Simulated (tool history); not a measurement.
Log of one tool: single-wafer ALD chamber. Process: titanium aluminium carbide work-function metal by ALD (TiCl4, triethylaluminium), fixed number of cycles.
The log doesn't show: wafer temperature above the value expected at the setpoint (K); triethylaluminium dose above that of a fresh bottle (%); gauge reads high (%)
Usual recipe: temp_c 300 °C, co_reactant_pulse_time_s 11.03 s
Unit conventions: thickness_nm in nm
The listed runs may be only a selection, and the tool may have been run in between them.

run     day  temp_c  co_reactant_pulse_time_s  wafers since the last listed run  hours since the last thermocouple change  hours since the last triethylaluminium bottle change  hours since the showerhead was replaced  hours since the gauge calibration  read-back reference wafer on the same gauge, thickness_nm  thickness_nm
  1   0.000     300                     11.03                                 0                                    1668.4                                                 529.4                                   6003.5                               56.2                                                      1.797         2.008
  2   1.688     300                     11.03                               506                                    1708.9                                                 569.9                                   6044.0                               96.7                                                      1.800         2.029
  3   5.362     309                      8.50                              1104                                    1797.1                                                 658.1                                   6132.2                              184.9                                                      1.799         1.915
  4   7.646     309                      8.50                               685                                    1851.9                                                 712.9                                   6187.0                              239.7                                                      1.801         1.923
  5   9.858     300                     11.03                               664                                    1905.0                                                 766.0                                   6240.1                              292.8                                                      1.801         2.006
  6  14.267     300                     11.03                              1324                                    2010.8                                                 871.8                                   6345.9                              398.6                                                      1.802         2.019
  7  18.721     300                     11.03                              1338                                    2117.7                                                 978.7                                   6452.8                              505.5                                                      1.801         2.001
  8  20.429     300                     11.03                               513                                    2158.7                                                1019.7                                   6493.8                              546.5                                                      1.800         2.005
  9  24.850     300                     11.03                              1328                                    2264.8                                                1125.8                                   6599.9                              652.6                                                      1.802         2.003
 10  27.662     288                     11.03                               844                                    2332.3                                                1193.3                                   6667.4                              720.1                                                      1.802         1.892
     30.433  -- showerhead replaced, of another model than before
 11  30.521     288                     11.03                               758                                    2400.9                                                1261.9                                      2.1                              788.7                                                      1.803         1.832
     32.729  -- triethylaluminium bottle replaced
 12  33.962     288                     11.03                               933                                    2483.5                                                  29.6                                     84.7                              871.3                                                      1.803         1.929
 13  36.317     306                      9.33                               707                                    2540.0                                                  86.1                                    141.2                              927.8                                                      1.799         1.921

Forecast run 14:
     36.962  -- thermocouple changed; heater temperature recalibrated
 14  37.846     300                     12.77                               359                                      21.2                                                 122.8                                    177.9                              964.5                                                          ?             ?

{"run 14": {"read-back reference wafer on the same gauge, thickness_nm": 1.798, "thickness_nm": 2.085}}
Without the tool's hidden state the same run would have given thickness_nm 2.091 nm.

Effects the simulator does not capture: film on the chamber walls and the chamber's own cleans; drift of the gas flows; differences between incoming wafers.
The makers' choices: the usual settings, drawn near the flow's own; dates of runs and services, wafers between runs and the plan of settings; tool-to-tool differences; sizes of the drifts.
